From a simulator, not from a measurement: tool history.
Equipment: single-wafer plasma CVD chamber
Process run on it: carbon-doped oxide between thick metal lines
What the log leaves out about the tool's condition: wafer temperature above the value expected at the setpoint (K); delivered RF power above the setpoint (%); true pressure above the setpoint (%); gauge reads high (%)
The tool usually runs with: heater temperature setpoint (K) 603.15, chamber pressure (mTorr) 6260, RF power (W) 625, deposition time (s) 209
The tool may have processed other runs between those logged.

run,hour,heater temperature setpoint (K),chamber pressure (mTorr),RF power (W),deposition time (s),wafers since the last listed run,hours since the last thermocouple change,hours since the last RF generator calibration,hours since the last manometer calibration,hours since the showerhead was replaced,hours since the gauge calibration,"read-back reference wafer on the same gauge, thickness_nm",mean film thickness on the monitor wafer (nm)
1,0,609.15,6260,625,209,0,1969.9,595,1696.3,3925,1028.8,1205.303,1371.725
# hour 134.8: capacitance manometer re-zeroed and calibrated
2,180.4,609.15,6260,625,209,1087,2150.3,775.4,45.6,4105.4,1209.2,1208.092,1380.982
# hour 262.2: thermocouple changed; heater temperature recalibrated
# hour 262.3: showerhead replaced
3,268.9,603.15,6260,625,209,507,6.7,863.9,134.1,6.6,1297.7,1208.163,1417.03
4,313.2,603.15,6260,625,209,279,51,908.2,178.4,50.9,1342,1208.306,1400.783
5,377.2,603.15,6260,625,209,403,115,972.2,242.4,114.9,1406,1207.095,1401.058
6,440.1,603.15,6260,625,209,396,177.9,1035.1,305.3,177.8,1468.9,1211.641,1412.011
7,475.1,603.15,6260,625,209,220,212.9,1070.1,340.3,212.8,1503.9,1209.514,1405.078
8,541,603.15,6260,625,209,415,278.8,1136,406.2,278.7,1569.8,1209.846,1407.622
9,573.4,603.15,6260,625,209,204,311.2,1168.4,438.6,311.1,1602.2,1209.955,1410.042
10,624.2,603.15,6260,625,209,320,362,1219.2,489.4,361.9,1653,1210.681,1408.834
11,672.1,611.15,6260,695,209,302,409.9,1267.1,537.3,409.8,1700.9,1210.865,1524.918
12,703.5,614.15,6960,520,209,198,441.3,1298.5,568.7,441.2,1732.3,1211.47,1129.764
13,754.4,616.15,4980,525,189,321,492.2,1349.4,619.6,492.1,1783.2,1212.245,1006.873
14,788.9,603.15,6880,625,209,217,526.7,1383.9,654.1,526.6,1817.7,1212.078,1435.215
15,898.1,597.15,6260,580,209,688,635.9,1493.1,763.3,635.8,1926.9,1212.954,1324.506
16,941.6,603.15,6260,625,173,274,679.4,1536.6,806.8,679.3,1970.4,1212.232,1177.78
# hour 979.8: RF generator calibrated
17,980.3,603.15,4870,625,226,193,718.1,0.5,845.5,718,2009.1,1212.366,1479.4
18,1036.3,590.15,6260,625,236,353,774.1,56.5,901.5,774,2065.1,1211,1660.579
# hour 1049.7: gauge calibrated
19,1070.3,603.15,6260,625,209,214,808.1,90.5,935.5,808,20.6,1154.186,1344.878
20,1142.1,603.15,6260,625,209,452,879.9,162.3,1007.3,879.8,92.4,1162.14,1368.455
21,1175.9,594.15,7010,590,209,213,913.7,196.1,1041.1,913.6,126.2,1164.2,1334.99
22,1236.3,592.15,6690,535,251,381,974.1,256.5,1101.5,974,186.6,1168.151,1447.2
23,1268.7,603.15,6260,625,209,204,1006.5,288.9,1133.9,1006.4,219,1172.26,1359.698
24,1307.6,603.15,6260,625,209,245,1045.4,327.8,1172.8,1045.3,257.9,1176.51,1362.645
25,1366.3,603.15,6260,625,209,370,1104.1,386.5,1231.5,1104,316.6,1178.168,1382.77
26,1398.8,607.15,6260,625,209,205,1136.6,419,1264,1136.5,349.1,1179.048,1363.496
27,1465.1,608.15,5340,540,248,418,1202.9,485.3,1330.3,1202.8,415.4,1183.912,1364.774
28,1510.4,603.15,6260,625,223,285,1248.2,530.6,1375.6,1248.1,460.7,1186.311,1471.46
29,1561.6,595.15,5450,660,209,323,1299.4,581.8,1426.8,1299.3,511.9,1186.725,1473.95

Forecast each of these 3 alternatives for the next run:
A,1562.1,603.15,6260,590,209,3,1299.9,582.3,1427.3,1299.8,512.4,?,?
B,1562.1,603.15,6260,690,234,3,1299.9,582.3,1427.3,1299.8,512.4,?,?
C,1562.1,603.15,7370,625,174,3,1299.9,582.3,1427.3,1299.8,512.4,?,?

run,"read-back reference wafer on the same gauge, thickness_nm",mean film thickness on the monitor wafer (nm)
A,1186.707,1307.424
B,1186.707,1694.049
C,1186.707,1167.355
Had the tool no hidden state, the same runs would have come out as:
run,mean film thickness on the monitor wafer (nm)
A,1276.821
B,1654.396
C,1140.03

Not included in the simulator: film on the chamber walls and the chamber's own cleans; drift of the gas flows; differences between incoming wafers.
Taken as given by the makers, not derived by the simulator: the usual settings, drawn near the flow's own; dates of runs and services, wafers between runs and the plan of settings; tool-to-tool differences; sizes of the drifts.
